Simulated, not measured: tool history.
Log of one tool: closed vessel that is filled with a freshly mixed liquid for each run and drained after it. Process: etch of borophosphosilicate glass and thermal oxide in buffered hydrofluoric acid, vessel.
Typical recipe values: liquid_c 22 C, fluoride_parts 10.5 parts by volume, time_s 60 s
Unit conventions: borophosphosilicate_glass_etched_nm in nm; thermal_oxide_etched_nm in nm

run	day	liquid_c	fluoride_parts	time_s	read-back film thickness of the borophosphosilicate glass reference wafer, read on the same gauge (nm)	read-back film thickness of the thermal oxide reference wafer, read on the same gauge (nm)	borophosphosilicate_glass_etched_nm	thermal_oxide_etched_nm
1	0	22	10.5	60	60.01	139.95	55.84	48.15
2	0.433	22	9.5	70	60	140.03	70.29	60.65
# day 1.796: thermometer replaced
3	2.642	22	14	30	59.94	139.97	22.98	20.17
4	3.038	26	10.5	90	59.99	139.98	114.98	98.73
5	3.567	20	14	75	59.99	139.99	51.47	44.07
6	4.133	22	10.5	80	60.05	139.97	80.86	69.58
7	4.817	22	10.5	60	60.01	140	61.22	51.94
8	5.383	22	10.5	60	60.02	139.99	60.74	52.38
9	5.738	22	10.5	60	60	140.04	61.14	51.2
10	6.283	22	10.5	60	60.02	140.01	60.78	51.14
11	6.717	23.5	10.5	60	60.01	140.01	65.47	56.24
12	7.025	22	8	60	60.04	139.99	77.36	65.52
13	7.688	22	10.5	60	60.06	139.94	60.06	51.02
14	8.117	22	10.5	60	59.99	140.03	60.16	51.04
15	8.679	20	10.5	80	60	140.01	71.7	61.3
16	9.246	22	10.5	95	60	139.99	94.26	80.83

For run 17, what comes out?
17	9.904	22	13.5	30	?	?	?	?

{"run 17": {"read-back film thickness of the borophosphosilicate glass reference wafer, read on the same gauge (nm)": 60, "read-back film thickness of the thermal oxide reference wafer, read on the same gauge (nm)": 139.99, "borophosphosilicate_glass_etched_nm": 23.42, "thermal_oxide_etched_nm": 19.89}}
Had the tool carried no hidden state, the very same run would have given borophosphosilicate_glass_etched_nm 24.35 nm, thermal_oxide_etched_nm 20.69 nm.

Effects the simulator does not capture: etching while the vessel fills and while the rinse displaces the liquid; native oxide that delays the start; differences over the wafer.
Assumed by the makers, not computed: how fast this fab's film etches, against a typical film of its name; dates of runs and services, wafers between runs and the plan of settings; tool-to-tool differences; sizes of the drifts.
